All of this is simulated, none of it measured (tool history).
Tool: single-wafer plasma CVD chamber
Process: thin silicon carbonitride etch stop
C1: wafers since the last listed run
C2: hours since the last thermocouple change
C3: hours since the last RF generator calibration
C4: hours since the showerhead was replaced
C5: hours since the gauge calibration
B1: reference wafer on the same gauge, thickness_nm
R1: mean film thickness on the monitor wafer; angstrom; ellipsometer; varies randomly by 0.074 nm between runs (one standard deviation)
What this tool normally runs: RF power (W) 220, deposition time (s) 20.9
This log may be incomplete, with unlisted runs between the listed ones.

{"run": 1, "hour": 0.0, "RF power (W)": 220, "deposition time (s)": 20.9, "C1": 0, "C2": 1836.9, "C3": 2608.2, "C4": 6162.3, "C5": 28.7, "B1": 14.792, "R1": 128.04}
{"run": 2, "hour": 8.2, "RF power (W)": 220, "deposition time (s)": 20.9, "C1": 232, "C2": 1845.1, "C3": 2616.4, "C4": 6170.5, "C5": 36.9, "B1": 14.812, "R1": 127.46}
{"run": 3, "hour": 26.1, "RF power (W)": 240, "deposition time (s)": 20.9, "C1": 508, "C2": 1863, "C3": 2634.3, "C4": 6188.4, "C5": 54.8, "B1": 14.811, "R1": 130.5}
{"run": 4, "hour": 34.3, "RF power (W)": 240, "deposition time (s)": 20.9, "C1": 232, "C2": 1871.2, "C3": 2642.5, "C4": 6196.6, "C5": 63, "B1": 14.796, "R1": 130.51}
{"run": 5, "hour": 49.7, "RF power (W)": 240, "deposition time (s)": 20.9, "C1": 437, "C2": 1886.6, "C3": 2657.9, "C4": 6212, "C5": 78.4, "B1": 14.781, "R1": 129.88}
{"run": 6, "hour": 65.2, "RF power (W)": 220, "deposition time (s)": 20.9, "C1": 440, "C2": 1902.1, "C3": 2673.4, "C4": 6227.5, "C5": 93.9, "B1": 14.794, "R1": 127.73}
{"run": 7, "hour": 112.5, "RF power (W)": 220, "deposition time (s)": 20.9, "C1": 1342, "C2": 1949.4, "C3": 2720.7, "C4": 6274.8, "C5": 141.2, "B1": 14.797, "R1": 128.87}
{"run": 8, "hour": 122.7, "RF power (W)": 220, "deposition time (s)": 20.9, "C1": 289, "C2": 1959.6, "C3": 2730.9, "C4": 6285, "C5": 151.4, "B1": 14.831, "R1": 126.55}
{"run": 9, "hour": 133.6, "RF power (W)": 220, "deposition time (s)": 20.9, "C1": 309, "C2": 1970.5, "C3": 2741.8, "C4": 6295.9, "C5": 162.3, "B1": 14.834, "R1": 127.1}
{"run": 10, "hour": 144.9, "RF power (W)": 220, "deposition time (s)": 20.9, "C1": 320, "C2": 1981.8, "C3": 2753.1, "C4": 6307.2, "C5": 173.6, "B1": 14.791, "R1": 129.08}
{"run": 11, "hour": 159.3, "RF power (W)": 220, "deposition time (s)": 20.9, "C1": 408, "C2": 1996.2, "C3": 2767.5, "C4": 6321.6, "C5": 188, "B1": 14.83, "R1": 126.81}
{"hour": 173.2, "done": "showerhead replaced"}
{"run": 12, "hour": 173.7, "RF power (W)": 220, "deposition time (s)": 18.8, "C1": 181, "C2": 2010.6, "C3": 2781.9, "C4": 0.5, "C5": 202.4, "B1": 14.808, "R1": 115.83}
{"hour": 186.8, "done": "gauge calibrated"}
{"run": 13, "hour": 190.6, "RF power (W)": 250, "deposition time (s)": 18.1, "C1": 479, "C2": 2027.5, "C3": 2798.8, "C4": 17.4, "C5": 3.8, "B1": 14.784, "R1": 114.3}
{"run": 14, "hour": 198.2, "RF power (W)": 220, "deposition time (s)": 17, "C1": 215, "C2": 2035.1, "C3": 2806.4, "C4": 25, "C5": 11.4, "B1": 14.802, "R1": 103.84}
{"run": 15, "hour": 210.3, "RF power (W)": 240, "deposition time (s)": 20.9, "C1": 343, "C2": 2047.2, "C3": 2818.5, "C4": 37.1, "C5": 23.5, "B1": 14.8, "R1": 129.96}
{"run": 16, "hour": 217.8, "RF power (W)": 220, "deposition time (s)": 20.9, "C1": 212, "C2": 2054.7, "C3": 2826, "C4": 44.6, "C5": 31, "B1": 14.761, "R1": 127.68}
{"hour": 227.4, "done": "RF generator calibrated"}
{"run": 17, "hour": 229.3, "RF power (W)": 245, "deposition time (s)": 20.9, "C1": 99, "C2": 2066.2, "C3": 1.9, "C4": 56.1, "C5": 42.5, "B1": 14.79, "R1": 131.62}
{"hour": 241.6, "done": "thermocouple changed; heater temperature recalibrated"}
{"run": 18, "hour": 241.9, "RF power (W)": 205, "deposition time (s)": 22.7, "C1": 130, "C2": 0.3, "C3": 14.5, "C4": 68.7, "C5": 55.1, "B1": 14.804, "R1": 136.75}
{"run": 19, "hour": 280.7, "RF power (W)": 235, "deposition time (s)": 19.8, "C1": 1101, "C2": 39.1, "C3": 53.3, "C4": 107.5, "C5": 93.9, "B1": 14.787, "R1": 123.17}
{"run": 20, "hour": 290.4, "RF power (W)": 220, "deposition time (s)": 20.9, "C1": 275, "C2": 48.8, "C3": 63, "C4": 117.2, "C5": 103.6, "B1": 14.81, "R1": 129.34}
{"run": 21, "hour": 308.3, "RF power (W)": 220, "deposition time (s)": 20.9, "C1": 508, "C2": 66.7, "C3": 80.9, "C4": 135.1, "C5": 121.5, "B1": 14.79, "R1": 128.31}
{"run": 22, "hour": 320.9, "RF power (W)": 180, "deposition time (s)": 22, "C1": 357, "C2": 79.3, "C3": 93.5, "C4": 147.7, "C5": 134.1, "B1": 14.807, "R1": 129.07}

List, for all runs, the conditions of the tool that the log does not record:
wafer temperature above the value expected at the setpoint (K): 0 at every run
delivered RF power above the setpoint (%): 0 at every run
gauge reads high (%): 0 at every run
